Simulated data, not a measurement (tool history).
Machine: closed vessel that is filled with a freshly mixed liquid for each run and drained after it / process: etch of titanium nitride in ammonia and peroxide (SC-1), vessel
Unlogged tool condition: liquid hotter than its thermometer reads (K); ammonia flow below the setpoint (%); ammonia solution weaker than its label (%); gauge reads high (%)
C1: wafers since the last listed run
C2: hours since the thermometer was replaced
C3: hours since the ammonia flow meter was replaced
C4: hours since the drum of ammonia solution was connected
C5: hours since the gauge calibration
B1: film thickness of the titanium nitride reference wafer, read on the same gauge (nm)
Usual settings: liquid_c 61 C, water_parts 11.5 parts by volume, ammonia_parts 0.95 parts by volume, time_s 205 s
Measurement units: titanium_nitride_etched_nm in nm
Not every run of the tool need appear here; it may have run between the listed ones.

{"run": 1, "day": 0.0, "liquid_c": 61, "water_parts": 11.5, "ammonia_parts": 0.65, "time_s": 205, "C1": 0, "C2": 1051.1, "C3": 2184, "C4": 483.8, "C5": 326.3, "B1": 69.97, "titanium_nitride_etched_nm": 21.57}
{"run": 2, "day": 0.625, "liquid_c": 61, "water_parts": 11.5, "ammonia_parts": 0.65, "time_s": 205, "C1": 1838, "C2": 1066.1, "C3": 2199, "C4": 498.8, "C5": 341.3, "B1": 69.99, "titanium_nitride_etched_nm": 21.25}
{"run": 3, "day": 2.112, "liquid_c": 61, "water_parts": 11.5, "ammonia_parts": 0.95, "time_s": 205, "C1": 4375, "C2": 1101.8, "C3": 2234.7, "C4": 534.5, "C5": 377, "B1": 69.99, "titanium_nitride_etched_nm": 22.96}
{"run": 4, "day": 3.304, "liquid_c": 61, "water_parts": 11.5, "ammonia_parts": 0.95, "time_s": 205, "C1": 3505, "C2": 1130.4, "C3": 2263.3, "C4": 563.1, "C5": 405.6, "B1": 69.97, "titanium_nitride_etched_nm": 22.63}
{"run": 5, "day": 3.858, "liquid_c": 61, "water_parts": 9.5, "ammonia_parts": 0.95, "time_s": 205, "C1": 1630, "C2": 1143.7, "C3": 2276.6, "C4": 576.4, "C5": 418.9, "B1": 69.98, "titanium_nitride_etched_nm": 25.21}
{"run": 6, "day": 4.721, "liquid_c": 61, "water_parts": 9.5, "ammonia_parts": 0.95, "time_s": 205, "C1": 2537, "C2": 1164.4, "C3": 2297.3, "C4": 597.1, "C5": 439.6, "B1": 70.04, "titanium_nitride_etched_nm": 25.28}
{"run": 7, "day": 5.467, "liquid_c": 61, "water_parts": 11.5, "ammonia_parts": 0.7, "time_s": 205, "C1": 2193, "C2": 1182.3, "C3": 2315.2, "C4": 615, "C5": 457.5, "B1": 70.02, "titanium_nitride_etched_nm": 22.09}
{"run": 8, "day": 6.821, "liquid_c": 61, "water_parts": 11.5, "ammonia_parts": 0.7, "time_s": 205, "C1": 3983, "C2": 1214.8, "C3": 2347.7, "C4": 647.5, "C5": 490, "B1": 69.97, "titanium_nitride_etched_nm": 22.1}
{"run": 9, "day": 8.296, "liquid_c": 61, "water_parts": 11.5, "ammonia_parts": 1.15, "time_s": 205, "C1": 4338, "C2": 1250.2, "C3": 2383.1, "C4": 682.9, "C5": 525.4, "B1": 69.97, "titanium_nitride_etched_nm": 23.95}
{"run": 10, "day": 9.288, "liquid_c": 61, "water_parts": 11.5, "ammonia_parts": 1.15, "time_s": 205, "C1": 2917, "C2": 1274, "C3": 2406.9, "C4": 706.7, "C5": 549.2, "B1": 70.02, "titanium_nitride_etched_nm": 23.97}
{"day": 9.417, "done": "new drum of ammonia solution connected"}
{"day": 9.875, "done": "thermometer replaced"}
{"run": 11, "day": 9.925, "liquid_c": 61, "water_parts": 11.5, "ammonia_parts": 0.75, "time_s": 205, "C1": 1630, "C2": 1.2, "C3": 2422.2, "C4": 12.2, "C5": 564.5, "B1": 69.97, "titanium_nitride_etched_nm": 23.97}
{"run": 12, "day": 10.558, "liquid_c": 61, "water_parts": 11.5, "ammonia_parts": 0.75, "time_s": 205, "C1": 1863, "C2": 16.4, "C3": 2437.4, "C4": 27.4, "C5": 579.7, "B1": 70.01, "titanium_nitride_etched_nm": 24.34}
{"run": 13, "day": 11.238, "liquid_c": 61, "water_parts": 11.5, "ammonia_parts": 0.95, "time_s": 205, "C1": 1997, "C2": 32.7, "C3": 2453.7, "C4": 43.7, "C5": 596, "B1": 70.04, "titanium_nitride_etched_nm": 25.07}
{"day": 12.046, "done": "gauge calibrated"}
{"run": 14, "day": 12.35, "liquid_c": 65.5, "water_parts": 6, "ammonia_parts": 0.95, "time_s": 205, "C1": 3272, "C2": 59.4, "C3": 2480.4, "C4": 70.4, "C5": 7.3, "B1": 70.05, "titanium_nitride_etched_nm": 46.36}
{"day": 12.671, "done": "ammonia flow meter replaced"}
{"run": 15, "day": 13.417, "liquid_c": 61, "water_parts": 9.5, "ammonia_parts": 0.95, "time_s": 205, "C1": 3015, "C2": 85, "C3": 17.9, "C4": 96, "C5": 32.9, "B1": 69.97, "titanium_nitride_etched_nm": 28.12}
{"run": 16, "day": 14.142, "liquid_c": 61, "water_parts": 7, "ammonia_parts": 1.2, "time_s": 205, "C1": 2132, "C2": 102.4, "C3": 35.3, "C4": 113.4, "C5": 50.3, "B1": 70.01, "titanium_nitride_etched_nm": 33.47}
{"run": 17, "day": 15.142, "liquid_c": 61, "water_parts": 11.5, "ammonia_parts": 0.65, "time_s": 205, "C1": 2941, "C2": 126.4, "C3": 59.3, "C4": 137.4, "C5": 74.3, "B1": 69.95, "titanium_nitride_etched_nm": 23.77}
{"day": 15.492, "done": "thermometer replaced, repeated, since the last time left the tool worse"}
{"run": 18, "day": 19.217, "liquid_c": 68.5, "water_parts": 13.5, "ammonia_parts": 1.2, "time_s": 295, "C1": 11864, "C2": 89.4, "C3": 157.1, "C4": 235.2, "C5": 172.1, "B1": 69.97, "titanium_nitride_etched_nm": 46.17}
{"run": 19, "day": 20.421, "liquid_c": 61, "water_parts": 14.5, "ammonia_parts": 0.95, "time_s": 205, "C1": 3542, "C2": 118.3, "C3": 186, "C4": 264.1, "C5": 201, "B1": 69.98, "titanium_nitride_etched_nm": 18.6}
{"run": 20, "day": 21.883, "liquid_c": 68.5, "water_parts": 14.5, "ammonia_parts": 0.95, "time_s": 205, "C1": 4302, "C2": 153.4, "C3": 221.1, "C4": 299.2, "C5": 236.1, "B1": 70.04, "titanium_nitride_etched_nm": 30.15}
{"run": 21, "day": 23.054, "liquid_c": 55.5, "water_parts": 11.5, "ammonia_parts": 0.95, "time_s": 205, "C1": 3444, "C2": 181.5, "C3": 249.2, "C4": 327.3, "C5": 264.2, "B1": 69.97, "titanium_nitride_etched_nm": 14.81}
{"run": 22, "day": 23.85, "liquid_c": 61, "water_parts": 11.5, "ammonia_parts": 0.95, "time_s": 205, "C1": 2341, "C2": 200.6, "C3": 268.3, "C4": 346.4, "C5": 283.3, "B1": 69.97, "titanium_nitride_etched_nm": 21.46}
{"run": 23, "day": 24.429, "liquid_c": 55.5, "water_parts": 11.5, "ammonia_parts": 0.95, "time_s": 155, "C1": 1703, "C2": 214.5, "C3": 282.2, "C4": 360.3, "C5": 297.2, "B1": 70.01, "titanium_nitride_etched_nm": 11.18}
{"run": 24, "day": 25.05, "liquid_c": 61, "water_parts": 11.5, "ammonia_parts": 0.95, "time_s": 205, "C1": 1826, "C2": 229.4, "C3": 297.1, "C4": 375.2, "C5": 312.1, "B1": 70.03, "titanium_nitride_etched_nm": 21.05}
{"run": 25, "day": 26.175, "liquid_c": 52, "water_parts": 13.5, "ammonia_parts": 0.95, "time_s": 205, "C1": 3309, "C2": 256.4, "C3": 324.1, "C4": 402.2, "C5": 339.1, "B1": 70.02, "titanium_nitride_etched_nm": 10.77}
{"run": 26, "day": 27.221, "liquid_c": 61, "water_parts": 11.5, "ammonia_parts": 0.5, "time_s": 310, "C1": 3076, "C2": 281.5, "C3": 349.2, "C4": 427.3, "C5": 364.2, "B1": 69.99, "titanium_nitride_etched_nm": 29.15}

Predict each of these 4 candidate next runs independently; none follows another, all start after run 26:
{"run": "A", "day": 27.25, "liquid_c": 61, "water_parts": 11.5, "ammonia_parts": 0.95, "time_s": 205, "C1": 85, "C2": 282.2, "C3": 349.9, "C4": 428, "C5": 364.9, "B1": "?", "titanium_nitride_etched_nm": "?"}
{"run": "B", "day": 27.25, "liquid_c": 61, "water_parts": 11.5, "ammonia_parts": 0.95, "time_s": 170, "C1": 85, "C2": 282.2, "C3": 349.9, "C4": 428, "C5": 364.9, "B1": "?", "titanium_nitride_etched_nm": "?"}
{"run": "C", "day": 27.25, "liquid_c": 53, "water_parts": 11.5, "ammonia_parts": 1.15, "time_s": 90, "C1": 85, "C2": 282.2, "C3": 349.9, "C4": 428, "C5": 364.9, "B1": "?", "titanium_nitride_etched_nm": "?"}
{"run": "D", "day": 27.25, "liquid_c": 61, "water_parts": 11.5, "ammonia_parts": 0.95, "time_s": 90, "C1": 85, "C2": 282.2, "C3": 349.9, "C4": 428, "C5": 364.9, "B1": "?", "titanium_nitride_etched_nm": "?"}

run=A B1=69.99 titanium_nitride_etched_nm=21.41
run=B B1=69.99 titanium_nitride_etched_nm=17.76
run=C B1=69.99 titanium_nitride_etched_nm=5.68
run=D B1=69.99 titanium_nitride_etched_nm=9.4
Without the tool's hidden state the same runs would have given:
run=A titanium_nitride_etched_nm=20.75
run=B titanium_nitride_etched_nm=17.21
run=C titanium_nitride_etched_nm=5.5
run=D titanium_nitride_etched_nm=9.11
